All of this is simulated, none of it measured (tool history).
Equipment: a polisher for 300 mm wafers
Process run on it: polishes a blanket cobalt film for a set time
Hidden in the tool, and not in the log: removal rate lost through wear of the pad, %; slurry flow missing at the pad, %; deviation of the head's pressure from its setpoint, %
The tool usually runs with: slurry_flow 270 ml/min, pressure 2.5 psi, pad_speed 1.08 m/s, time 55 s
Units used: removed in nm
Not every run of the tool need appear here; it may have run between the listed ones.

| run | hour | slurry_flow | pressure | pad_speed | time | wafers since the last listed run | wafers polished on this pad | hours since the slurry nozzle was cleaned | hours since the head pressure was calibrated | incoming thickness of the incoming film, nm | removed |
|---|---|---|---|---|---|---|---|---|---|---|---|
| 1 | 0 | 270 | 2.5 | 1.08 | 41 | 0 | 100 | 778.1 | 240.1 | 1095.1 | 239 |
|  | 35.9 | slurry nozzle cleaned |
| 2 | 41.5 | 270 | 2.5 | 1.08 | 41 | 465 | 565 | 5.6 | 281.6 | 1097.7 | 237.4 |
| 3 | 85.7 | 270 | 2.5 | 1.08 | 60 | 508 | 1074 | 49.8 | 325.8 | 1064.5 | 343.9 |
| 4 | 149.1 | 270 | 2.5 | 1.08 | 60 | 729 | 1803 | 113.2 | 389.2 | 1072.3 | 346.6 |
| 5 | 198 | 270 | 2.5 | 1.08 | 55 | 562 | 2365 | 162.1 | 438.1 | 1069.7 | 320.8 |
| 6 | 226.5 | 270 | 2.5 | 1.08 | 55 | 327 | 2693 | 190.6 | 466.6 | 1090.4 | 320.8 |
|  | 284.1 | worn pad replaced by a new one |
| 7 | 402.5 | 270 | 2.5 | 1.08 | 55 | 1978 | 1362 | 366.6 | 642.6 | 1083.9 | 319.5 |
| 8 | 473.3 | 270 | 2.5 | 1.08 | 55 | 814 | 2176 | 437.4 | 713.4 | 1092.2 | 319.9 |
|  | 481.4 | head pressure recalibrated |
| 9 | 523.6 | 245 | 2.5 | 0.82 | 55 | 555 | 2732 | 487.7 | 42.2 | 1060.3 | 238.4 |
| 10 | 561.9 | 270 | 2.5 | 0.86 | 55 | 440 | 3172 | 526 | 80.5 | 1080.8 | 252.7 |
|  | 566 | worn pad replaced by a new one |
| 11 | 624.5 | 270 | 1.8 | 1.08 | 55 | 674 | 673 | 588.6 | 143.1 | 1086.3 | 232.2 |
| 12 | 685.6 | 270 | 1.8 | 1.08 | 55 | 702 | 1375 | 649.7 | 204.2 | 1059.3 | 230.4 |
| 13 | 709.9 | 270 | 1.8 | 1.08 | 55 | 279 | 1655 | 674 | 228.5 | 1072.9 | 231.5 |
| 14 | 745.1 | 330 | 1.9 | 0.72 | 55 | 404 | 2060 | 709.2 | 263.7 | 1098.5 | 165.8 |
|  | 778 | slurry nozzle cleaned |
| 15 | 809.7 | 200 | 2.5 | 1.08 | 68 | 731 | 2791 | 31.7 | 328.3 | 1070.1 | 384 |
| 16 | 851.8 | 330 | 2.5 | 1.08 | 55 | 484 | 3276 | 73.8 | 370.4 | 1071 | 327.1 |
|  | 862 | worn pad replaced by a new one |
| 17 | 897.5 | 270 | 2.5 | 1.08 | 55 | 479 | 407 | 119.5 | 416.1 | 1083.5 | 319.4 |
| 18 | 932.7 | 270 | 2.5 | 0.92 | 50 | 404 | 812 | 154.7 | 451.3 | 1077.7 | 244.7 |
| 19 | 974.2 | 270 | 2.9 | 0.76 | 55 | 477 | 1290 | 196.2 | 492.8 | 1081.4 | 262.3 |
| 20 | 1040.8 | 270 | 1.7 | 1.08 | 45 | 766 | 2056 | 262.8 | 559.4 | 1082.5 | 177.3 |
| 21 | 1101.5 | 270 | 2.5 | 1.08 | 60 | 698 | 2754 | 323.5 | 620.1 | 1085.6 | 351.3 |
|  | 1113.2 | worn pad replaced by a new one |
| 22 | 1172.7 | 270 | 2.5 | 1.08 | 55 | 772 | 684 | 394.7 | 691.3 | 1093.4 | 319.7 |
|  | 1198.5 | head pressure recalibrated |
| 23 | 1222.4 | 270 | 2 | 1.08 | 74 | 548 | 1233 | 444.4 | 23.9 | 1080.5 | 344.8 |
| 24 | 1278 | 270 | 2.5 | 1.08 | 55 | 639 | 1873 | 500 | 79.5 | 1091.8 | 317.9 |
| 25 | 1326.5 | 300 | 1.9 | 1.08 | 55 | 557 | 2430 | 548.5 | 128 | 1085.1 | 247.7 |
| 26 | 1353.8 | 270 | 2.5 | 1.24 | 55 | 314 | 2744 | 575.8 | 155.3 | 1076.2 | 368.9 |
|  | 1363.3 | worn pad replaced by a new one |
| 27 | 1394.7 | 360 | 2.5 | 0.88 | 55 | 424 | 361 | 616.7 | 196.2 | 1089.1 | 267.7 |

Each row is a separate what-if for the run after 27, all from the same tool condition, not one after another. Results?
| A | 1395.1 | 270 | 2.9 | 1.08 | 55 | 4 | 365 | 617.1 | 196.6 | 1089.4 | ? |
| B | 1395.1 | 365 | 2.5 | 1.08 | 40 | 4 | 365 | 617.1 | 196.6 | 1089.4 | ? |
| C | 1395.1 | 320 | 2.5 | 0.98 | 55 | 4 | 365 | 617.1 | 196.6 | 1089.4 | ? |
| D | 1395.1 | 235 | 1.9 | 1.24 | 49 | 4 | 365 | 617.1 | 196.6 | 1089.4 | ? |
| E | 1395.1 | 335 | 1.8 | 0.94 | 62 | 4 | 365 | 617.1 | 196.6 | 1089.4 | ? |

| run | removed |
|---|---|
| A | 367.9 |
| B | 236.7 |
| C | 292.3 |
| D | 242.9 |
| E | 228.4 |
The same runs, with their run-to-run variation unchanged, on a tool lacking any hidden condition would have given:
| run | removed |
|---|---|
| A | 367.9 |
| B | 236.7 |
| C | 292.3 |
| D | 242.9 |
| E | 228.4 |
